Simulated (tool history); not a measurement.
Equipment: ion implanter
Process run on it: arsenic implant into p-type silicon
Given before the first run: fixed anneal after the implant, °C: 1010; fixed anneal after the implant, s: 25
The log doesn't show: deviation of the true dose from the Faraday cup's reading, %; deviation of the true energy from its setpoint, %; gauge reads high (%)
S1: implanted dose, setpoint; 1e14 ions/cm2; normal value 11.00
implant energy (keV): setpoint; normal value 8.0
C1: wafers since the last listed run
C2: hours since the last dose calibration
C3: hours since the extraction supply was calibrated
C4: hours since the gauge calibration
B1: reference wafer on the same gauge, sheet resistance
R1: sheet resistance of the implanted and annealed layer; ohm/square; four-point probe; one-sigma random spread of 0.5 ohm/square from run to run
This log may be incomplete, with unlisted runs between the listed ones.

Run 1, day 0.000: usual settings but S1 13.01 1e14 ions/cm2, implant energy (keV) 9.0; C1 0; C2 319.0; C3 5908.3; C4 1057.5; B1 133.00. Result: R1 124.15 ohm/square.
Run 2, day 3.708: usual settings but S1 13.01 1e14 ions/cm2, implant energy (keV) 9.0; C1 1522; C2 408.0; C3 5997.3; C4 1146.5; B1 133.03. Result: R1 123.38 ohm/square.
Run 3, day 5.625: usual settings; C1 786; C2 454.0; C3 6043.3; C4 1192.5; B1 133.06. Result: R1 134.11 ohm/square.
Run 4, day 8.142: usual settings; C1 1032; C2 514.4; C3 6103.7; C4 1252.9; B1 133.01. Result: R1 134.40 ohm/square.
Run 5, day 11.054: usual settings; C1 1195; C2 584.3; C3 6173.6; C4 1322.8; B1 133.09. Result: R1 133.83 ohm/square.
Run 6, day 13.129: usual settings; C1 851; C2 634.1; C3 6223.4; C4 1372.6; B1 133.28. Result: R1 133.66 ohm/square.
Run 7, day 16.608: usual settings; C1 1428; C2 717.6; C3 6306.9; C4 1456.1; B1 132.90. Result: R1 133.75 ohm/square.
Run 8, day 19.371: usual settings; C1 1133; C2 783.9; C3 6373.2; C4 1522.4; B1 133.21. Result: R1 134.98 ohm/square.
Run 9, day 23.225: usual settings but S1 13.30 1e14 ions/cm2; C1 1581; C2 876.4; C3 6465.7; C4 1614.9; B1 132.86. Result: R1 125.22 ohm/square.
At day 23.742: gauge calibrated.
Run 10, day 26.192: usual settings but S1 13.30 1e14 ions/cm2; C1 1217; C2 947.6; C3 6536.9; C4 58.8; B1 133.00. Result: R1 125.14 ohm/square.
Run 11, day 30.592: usual settings but S1 12.28 1e14 ions/cm2, implant energy (keV) 7.0; C1 1805; C2 1053.2; C3 6642.5; C4 164.4; B1 132.93. Result: R1 130.91 ohm/square.
Run 12, day 34.304: usual settings but S1 13.85 1e14 ions/cm2, implant energy (keV) 7.0; C1 1523; C2 1142.3; C3 6731.6; C4 253.5; B1 132.87. Result: R1 125.10 ohm/square.
Run 13, day 37.946: usual settings but implant energy (keV) 9.5; C1 1494; C2 1229.7; C3 6819.0; C4 340.9; B1 133.11. Result: R1 132.97 ohm/square.
At day 41.917: Faraday cup replaced and dose calibrated.
Run 14, day 41.938: usual settings; C1 1501; C2 0.5; C3 6914.8; C4 436.7; B1 132.97. Result: R1 138.38 ohm/square.
Run 15, day 44.954: usual settings; C1 1238; C2 72.9; C3 6987.2; C4 509.1; B1 133.01. Result: R1 137.59 ohm/square.
Run 16, day 47.842: usual settings but S1 13.30 1e14 ions/cm2; C1 1185; C2 142.2; C3 7056.5; C4 578.4; B1 133.07. Result: R1 126.82 ohm/square.
At day 48.758: extraction supply calibrated.
Run 17, day 51.104: usual settings but S1 8.26 1e14 ions/cm2, implant energy (keV) 7.0; C1 1202; C2 220.5; C3 56.3; C4 656.7; B1 133.07. Result: R1 161.84 ohm/square.
Run 18, day 54.517: usual settings but S1 13.92 1e14 ions/cm2, implant energy (keV) 5.5; C1 1400; C2 302.4; C3 138.2; C4 738.6; B1 132.92. Result: R1 130.76 ohm/square.
At day 55.429: Faraday cup replaced and dose calibrated, repeated, since the last time left the tool worse.
Run 19, day 63.925: usual settings but S1 12.11 1e14 ions/cm2, implant energy (keV) 6.0; C1 3724; C2 203.9; C3 364.0; C4 964.4; B1 133.17. Result: R1 132.50 ohm/square.
Run 20, day 67.200: usual settings but S1 8.92 1e14 ions/cm2, implant energy (keV) 6.5; C1 1344; C2 282.5; C3 442.6; C4 1043.0; B1 133.15. Result: R1 151.61 ohm/square.

Each row is a separate what-if for the run after 20, all from the same tool condition, not one after another. Results?
Run A, day 67.217: usual settings; C1 6; C2 282.9; C3 443.0; C4 1043.4; B1 ?. Result: R1 ?.
Run B, day 67.217: usual settings but S1 11.86 1e14 ions/cm2, implant energy (keV) 10.0; C1 6; C2 282.9; C3 443.0; C4 1043.4; B1 ?. Result: R1 ?.
Run C, day 67.217: usual settings but S1 12.15 1e14 ions/cm2; C1 6; C2 282.9; C3 443.0; C4 1043.4; B1 ?. Result: R1 ?.

run      B1      R1
  A  133.31  134.31
  B  133.31  126.91
  C  133.31  128.86
Without the tool's hidden state the same runs would have given:
run      R1
  A  134.01
  B  126.65
  C  128.60
